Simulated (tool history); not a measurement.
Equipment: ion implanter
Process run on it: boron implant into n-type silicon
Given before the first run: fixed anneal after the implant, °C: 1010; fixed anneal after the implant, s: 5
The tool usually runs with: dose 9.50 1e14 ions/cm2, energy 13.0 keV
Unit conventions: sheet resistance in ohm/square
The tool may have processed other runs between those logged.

run	hour	dose	energy	read-back reference wafer on the same gauge, sheet resistance	sheet resistance
1	0.0	9.50	13.0	111.96	130.02
2	74.2	9.50	13.0	111.94	130.57
3	116.6	9.50	13.0	111.98	130.67
4	164.2	9.50	13.0	112.08	130.37
5	229.7	9.50	13.0	112.15	131.10
6	320.9	9.50	10.0	111.97	138.64
7	426.2	9.50	10.0	111.95	138.94
8	468.7	8.89	13.0	112.11	138.56
9	529.4	8.89	13.0	112.04	138.60
10	784.9	8.89	13.0	111.99	139.40
11	828.6	9.50	13.0	112.05	132.41
# hour 861.8: gauge calibrated
12	882.4	9.50	13.0	111.92	133.10
13	974.3	9.50	16.0	111.87	128.96
14	1031.6	9.50	16.0	112.10	129.83
15	1071.1	9.50	13.0	112.02	133.68
16	1153.9	9.50	13.0	112.09	134.51
# hour 1182.3: Faraday cup replaced and dose calibrated
17	1224.8	9.50	13.0	111.95	132.09
18	1328.9	9.50	13.0	112.05	132.12
19	1384.2	8.70	16.0	112.01	136.86
20	1486.4	9.50	13.0	111.94	132.24
# hour 1509.5: extraction supply calibrated
21	1582.1	7.93	16.0	112.01	148.56
22	1630.3	9.50	16.5	112.07	127.33
23	1711.7	11.00	13.0	112.11	120.18
24	1779.3	9.50	15.5	112.07	129.74
25	1861.4	8.44	13.0	111.94	146.08
26	1922.1	9.50	17.5	112.00	128.12
27	1970.6	9.50	17.0	112.03	128.52
28	2065.9	9.50	13.0	112.10	135.05
29	2153.3	12.01	16.0	112.00	109.79

Pick out some run-to-run changes in sheet resistance. Of each, how much would a tool without hidden state show as well, from the settings, what came in and chance, and how much is left for the hidden state and any gauge scatter not in both results compared?
Hidden state present: deviation of the true dose from the Faraday cup's reading, %; deviation of the true energy from its setpoint, %; gauge reads high (%).
Run 16 -> 17: Faraday cup replaced and dose calibrated. sheet resistance -2.42 ohm/square: hidden state -2.89, all else +0.47.
Run 20 -> 21: dose 9.50 -> 7.93, energy 13.0 -> 16.0, extraction supply calibrated. sheet resistance +16.32 ohm/square: hidden state +1.04, all else +15.28.
Run 21 -> 22: dose 7.93 -> 9.50, energy 16.0 -> 16.5. sheet resistance -21.23 ohm/square: hidden state -0.37, all else -20.86.
Run 28 -> 29: dose 9.50 -> 12.01, energy 13.0 -> 16.0. sheet resistance -25.26 ohm/square: hidden state -0.73, all else -24.53.

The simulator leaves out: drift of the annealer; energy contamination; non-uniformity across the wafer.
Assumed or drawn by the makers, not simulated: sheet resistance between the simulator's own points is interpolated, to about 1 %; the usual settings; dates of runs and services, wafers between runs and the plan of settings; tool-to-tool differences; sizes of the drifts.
